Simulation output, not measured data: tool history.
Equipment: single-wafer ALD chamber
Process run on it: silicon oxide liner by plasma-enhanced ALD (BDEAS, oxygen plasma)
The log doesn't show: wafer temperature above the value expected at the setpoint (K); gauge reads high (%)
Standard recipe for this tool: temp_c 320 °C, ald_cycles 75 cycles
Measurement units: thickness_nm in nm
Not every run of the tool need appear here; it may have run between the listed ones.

run	hour	temp_c	ald_cycles	wafers since the last listed run	hours since the last thermocouple change	hours since the gauge calibration	read-back reference wafer on the same gauge, thickness_nm	thickness_nm
1	0.0	320	75	0	859.2	276.8	7.177	6.709
2	26.8	320	75	81	886.0	303.6	7.181	6.720
3	82.3	320	75	169	941.5	359.1	7.180	6.704
4	139.5	325	64	174	998.7	416.3	7.181	5.672
5	175.7	325	64	110	1034.9	452.5	7.179	5.683
6	217.4	325	64	127	1076.6	494.2	7.182	5.663
7	285.4	320	75	207	1144.6	562.2	7.180	6.715
8	356.4	320	75	217	1215.6	633.2	7.182	6.732
9	388.9	320	75	99	1248.1	665.7	7.180	6.702
10	455.1	320	75	202	1314.3	731.9	7.178	6.711
11	524.4	320	75	211	1383.6	801.2	7.178	6.712
# hour 557.9: gauge calibrated
12	583.9	320	65	181	1443.1	26.0	7.181	5.840
# hour 598.9: thermocouple changed; heater temperature recalibrated
13	624.6	320	75	99	25.7	66.7	7.180	6.628
14	675.3	320	75	155	76.4	117.4	7.179	6.608
15	720.7	312	79	138	121.8	162.8	7.178	7.096
16	778.2	333	85	175	179.3	220.3	7.181	7.363
17	814.3	331	75	110	215.4	256.4	7.179	6.550
18	859.3	308	84	137	260.4	301.4	7.180	7.595
19	898.7	309	87	120	299.8	340.8	7.182	7.863
20	968.6	334	62	213	369.7	410.7	7.178	5.392
21	1010.4	320	75	127	411.5	452.5	7.180	6.659
22	1054.6	309	61	135	455.7	496.7	7.178	5.518
23	1232.2	315	68	543	633.3	674.3	7.179	6.073
24	1264.7	320	75	99	665.8	706.8	7.180	6.658
# hour 1297.7: gauge calibrated
25	1304.6	329	89	122	705.7	6.9	7.182	7.842
26	1376.1	311	71	218	777.2	78.4	7.179	6.429
27	1411.3	320	75	107	812.4	113.6	7.180	6.696
28	1447.0	311	84	109	848.1	149.3	7.179	7.610

Predict each of these 5 candidate next runs independently; none follows another, all start after run 28:
A	1447.5	320	63	1	848.6	149.8	?	?
B	1447.5	332	75	1	848.6	149.8	?	?
C	1447.5	308	65	1	848.6	149.8	?	?
D	1447.5	313	67	1	848.6	149.8	?	?
E	1447.5	305	67	1	848.6	149.8	?	?

run	read-back reference wafer on the same gauge, thickness_nm	thickness_nm
A	7.181	5.581
B	7.181	6.514
C	7.181	5.871
D	7.181	6.003
E	7.181	6.105
Stripped of hidden state, with their random variation kept, the same runs would have yielded:
run	thickness_nm
A	5.544
B	6.470
C	5.832
D	5.963
E	6.041
